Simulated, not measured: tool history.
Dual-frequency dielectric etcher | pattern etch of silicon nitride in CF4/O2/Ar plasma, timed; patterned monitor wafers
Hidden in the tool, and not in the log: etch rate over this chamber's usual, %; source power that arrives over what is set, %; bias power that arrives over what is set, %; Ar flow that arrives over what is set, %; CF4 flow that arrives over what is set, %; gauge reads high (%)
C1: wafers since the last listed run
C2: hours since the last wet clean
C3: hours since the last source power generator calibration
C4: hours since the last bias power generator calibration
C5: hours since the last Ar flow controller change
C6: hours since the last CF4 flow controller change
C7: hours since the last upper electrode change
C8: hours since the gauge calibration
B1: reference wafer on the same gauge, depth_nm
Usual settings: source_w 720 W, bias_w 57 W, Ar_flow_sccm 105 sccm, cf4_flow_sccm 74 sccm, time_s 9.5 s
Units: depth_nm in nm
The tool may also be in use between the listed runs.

run 1 hour=0.0 | source_w=720 bias_w=57 Ar_flow_sccm=105 cf4_flow_sccm=74 time_s=9.5 | C1=0 C2=263.1 C3=1654.1 C4=1308.9 C5=5134.6 C6=4852.2 C7=4509.5 C8=211.3 | B1=25.29 | depth_nm=25.54
run 2 hour=8.5 | source_w=720 bias_w=51 Ar_flow_sccm=105 cf4_flow_sccm=74 time_s=9.5 | C1=208 C2=271.6 C3=1662.6 C4=1317.4 C5=5143.1 C6=4860.7 C7=4518.0 C8=219.8 | B1=25.31 | depth_nm=24.31
run 3 hour=22.5 | source_w=720 bias_w=51 Ar_flow_sccm=105 cf4_flow_sccm=74 time_s=9.5 | C1=343 C2=285.6 C3=1676.6 C4=1331.4 C5=5157.1 C6=4874.7 C7=4532.0 C8=233.8 | B1=25.32 | depth_nm=24.41
run 4 hour=37.9 | source_w=720 bias_w=57 Ar_flow_sccm=105 cf4_flow_sccm=74 time_s=9.5 | C1=377 C2=301.0 C3=1692.0 C4=1346.8 C5=5172.5 C6=4890.1 C7=4547.4 C8=249.2 | B1=25.28 | depth_nm=25.62
run 5 hour=52.5 | source_w=720 bias_w=57 Ar_flow_sccm=105 cf4_flow_sccm=74 time_s=9.5 | C1=357 C2=315.6 C3=1706.6 C4=1361.4 C5=5187.1 C6=4904.7 C7=4562.0 C8=263.8 | B1=25.29 | depth_nm=25.67
-- hour=77.8 CF4 flow controller replaced
run 6 hour=89.7 | source_w=720 bias_w=57 Ar_flow_sccm=105 cf4_flow_sccm=74 time_s=9.5 | C1=764 C2=352.8 C3=1743.8 C4=1398.6 C5=5224.3 C6=11.9 C7=4599.2 C8=301.0 | B1=25.31 | depth_nm=25.69
-- hour=95.5 source power generator calibrated
run 7 hour=105.5 | source_w=720 bias_w=57 Ar_flow_sccm=105 cf4_flow_sccm=74 time_s=9.5 | C1=289 C2=368.6 C3=10.0 C4=1414.4 C5=5240.1 C6=27.7 C7=4615.0 C8=316.8 | B1=25.31 | depth_nm=25.72
-- hour=106.7 gauge calibrated
-- hour=134.5 wet clean of the chamber
run 8 hour=135.0 | source_w=720 bias_w=57 Ar_flow_sccm=105 cf4_flow_sccm=74 time_s=9.5 | C1=134 C2=0.5 C3=39.5 C4=1443.9 C5=5269.6 C6=57.2 C7=4644.5 C8=28.3 | B1=25.30 | depth_nm=24.88
run 9 hour=137.4 | source_w=720 bias_w=57 Ar_flow_sccm=105 cf4_flow_sccm=74 time_s=9.5 | C1=58 C2=2.9 C3=41.9 C4=1446.3 C5=5272.0 C6=59.6 C7=4646.9 C8=30.7 | B1=25.27 | depth_nm=24.82
-- hour=142.1 bias power generator calibrated
run 10 hour=150.0 | source_w=720 bias_w=57 Ar_flow_sccm=128 cf4_flow_sccm=60 time_s=9.5 | C1=210 C2=15.5 C3=54.5 C4=7.9 C5=5284.6 C6=72.2 C7=4659.5 C8=43.3 | B1=25.30 | depth_nm=23.80
run 11 hour=173.2 | source_w=720 bias_w=57 Ar_flow_sccm=91 cf4_flow_sccm=68 time_s=9.5 | C1=568 C2=38.7 C3=77.7 C4=31.1 C5=5307.8 C6=95.4 C7=4682.7 C8=66.5 | B1=25.32 | depth_nm=25.52
-- hour=183.0 Ar flow controller replaced
-- hour=211.7 upper electrode replaced
run 12 hour=212.2 | source_w=720 bias_w=57 Ar_flow_sccm=80 cf4_flow_sccm=81 time_s=9.5 | C1=220 C2=77.7 C3=116.7 C4=70.1 C5=29.2 C6=134.4 C7=0.5 C8=105.5 | B1=25.30 | depth_nm=26.22
run 13 hour=212.6 | source_w=720 bias_w=57 Ar_flow_sccm=105 cf4_flow_sccm=74 time_s=9.5 | C1=9 C2=78.1 C3=117.1 C4=70.5 C5=29.6 C6=134.8 C7=0.9 C8=105.9 | B1=25.29 | depth_nm=25.07
run 14 hour=212.9 | source_w=870 bias_w=46 Ar_flow_sccm=105 cf4_flow_sccm=74 time_s=9.5 | C1=7 C2=78.4 C3=117.4 C4=70.8 C5=29.9 C6=135.1 C7=1.2 C8=106.2 | B1=25.29 | depth_nm=27.86
run 15 hour=223.6 | source_w=720 bias_w=61 Ar_flow_sccm=115 cf4_flow_sccm=74 time_s=8.5 | C1=262 C2=89.1 C3=128.1 C4=81.5 C5=40.6 C6=145.8 C7=11.9 C8=116.9 | B1=25.26 | depth_nm=22.79
run 16 hour=232.4 | source_w=820 bias_w=57 Ar_flow_sccm=82 cf4_flow_sccm=74 time_s=9.5 | C1=215 C2=97.9 C3=136.9 C4=90.3 C5=49.4 C6=154.6 C7=20.7 C8=125.7 | B1=25.30 | depth_nm=29.53
run 17 hour=240.8 | source_w=720 bias_w=57 Ar_flow_sccm=105 cf4_flow_sccm=74 time_s=6.5 | C1=205 C2=106.3 C3=145.3 C4=98.7 C5=57.8 C6=163.0 C7=29.1 C8=134.1 | B1=25.30 | depth_nm=17.13

The next listed run, before its measurement:
run 18 hour=252.9 | source_w=720 bias_w=62 Ar_flow_sccm=105 cf4_flow_sccm=69 time_s=9.5 | C1=296 C2=118.4 C3=157.4 C4=110.8 C5=69.9 C6=175.1 C7=41.2 C8=146.2 | B1=? | depth_nm=?

B1: 25.32
depth_nm: 25.90 nm
Without the tool's hidden state the same run would have given depth_nm 25.80 nm.
